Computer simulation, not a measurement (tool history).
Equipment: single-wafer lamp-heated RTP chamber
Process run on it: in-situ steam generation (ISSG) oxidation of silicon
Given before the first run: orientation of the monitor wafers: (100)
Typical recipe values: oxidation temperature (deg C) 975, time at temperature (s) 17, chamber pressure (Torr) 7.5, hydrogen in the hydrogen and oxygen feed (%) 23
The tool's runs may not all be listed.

run    hour  oxidation temperature (deg C)  time at temperature (s)  chamber pressure (Torr)  hydrogen in the hydrogen and oxygen feed (%)  read-back reference wafer on the same gauge, thickness  oxide thickness on the monitor wafer (angstrom)
  1     0.0                            975                       17                      7.5                                            23                                                   4.693                                            50.15
  2    91.3                            987                       17                      7.5                                            23                                                   4.683                                            52.49
  3   194.1                            987                       17                      7.5                                            23                                                   4.686                                            52.70
  4   239.0                            987                       17                      7.5                                            23                                                   4.692                                            53.25
      273.3  -- pyrometer window cleaned and pyrometer calibrated
  5   459.9                            975                       17                      7.5                                            23                                                   4.693                                            50.28
  6   549.1                            975                       17                      7.5                                            23                                                   4.692                                            50.25
  7   615.8                            975                       17                      7.5                                            23                                                   4.691                                            50.38
  8   687.2                            975                       17                      7.5                                            20                                                   4.683                                            49.16
  9   723.9                            970                       17                      6.9                                            23                                                   4.696                                            49.70
      783.5  -- pyrometer window cleaned and pyrometer calibrated
 10   798.3                            970                       17                      6.9                                            23                                                   4.687                                            48.21
 11   854.5                            975                       17                      7.5                                            23                                                   4.688                                            49.23
 12   912.3                            975                       17                      7.5                                            23                                                   4.687                                            48.95
 13   951.4                            975                       17                      7.5                                            23                                                   4.684                                            49.73
     1027.5  -- hydrogen flow controller replaced
 14  1055.4                            975                       17                      7.5                                            23                                                   4.688                                            50.10
     1276.7  -- pyrometer window cleaned and pyrometer calibrated
 15  1298.3                            975                       17                      7.5                                            23                                                   4.694                                            49.22
 16  1347.0                            975                       17                      7.5                                            23                                                   4.699                                            49.27
 17  1454.3                            975                       17                      7.5                                            17                                                   4.686                                            46.31
 18  1548.2                            975                       23                      7.5                                            23                                                   4.688                                            57.42
 19  1615.6                            994                       23                      8.9                                            23                                                   4.685                                            61.33
     1637.6  -- pressure gauge zeroed
 20  1696.2                            975                       17                      7.5                                            23                                                   4.685                                            50.37
     1772.3  -- pyrometer window cleaned and pyrometer calibrated
 21  1773.5                            975                       17                      7.5                                            23                                                   4.692                                            49.24
     1817.8  -- gauge calibrated
 22  1989.1                            987                       17                      8.8                                            23                                                   4.690                                            51.49
 23  2089.7                            975                       17                      7.5                                            23                                                   4.689                                            50.31
 24  2140.4                            975                       17                      7.5                                            32                                                   4.687                                            55.35
     2191.3  -- pyrometer window cleaned and pyrometer calibrated
 25  2209.5                            975                       17                      7.5                                            30                                                   4.688                                            52.40
 26  2279.9                            975                       14                      7.5                                            23                                                   4.685                                            46.01
 27  2343.9                            992                       15                      6.9                                            32                                                   4.689                                            54.79

A few steps of oxide thickness on the monitor wafer (angstrom) between consecutive runs. Split each: what settings, incoming material and random variation would produce without the hidden state, and what is left over for the hidden state, along with gauge scatter present in only one of the two compared results (measured, and without hidden state):
Hidden conditions of the tool in this case: true wafer temperature minus pyrometer reading, K; true pressure minus gauge reading, Torr; deviation of the hydrogen flow from its setpoint, %; gauge reads high (%).
Run 9 -> 10: pyrometer window cleaned and pyrometer calibrated. oxide thickness on the monitor wafer (angstrom) -1.49: hidden state -1.59, all else +0.10.
Run 17 -> 18: time at temperature (s) 17 -> 23, hydrogen in the hydrogen and oxygen feed (%) 17 -> 23. oxide thickness on the monitor wafer (angstrom) +11.11: hidden state +0.66, all else +10.45.
Run 19 -> 20: oxidation temperature (deg C) 994 -> 975, time at temperature (s) 23 -> 17, chamber pressure (Torr) 8.9 -> 7.5, pressure gauge zeroed. oxide thickness on the monitor wafer (angstrom) -10.96: hidden state -0.35, all else -10.61.
Run 24 -> 25: hydrogen in the hydrogen and oxygen feed (%) 32 -> 30, pyrometer window cleaned and pyrometer calibrated. oxide thickness on the monitor wafer (angstrom) -2.95: hidden state -1.45, all else -1.50.
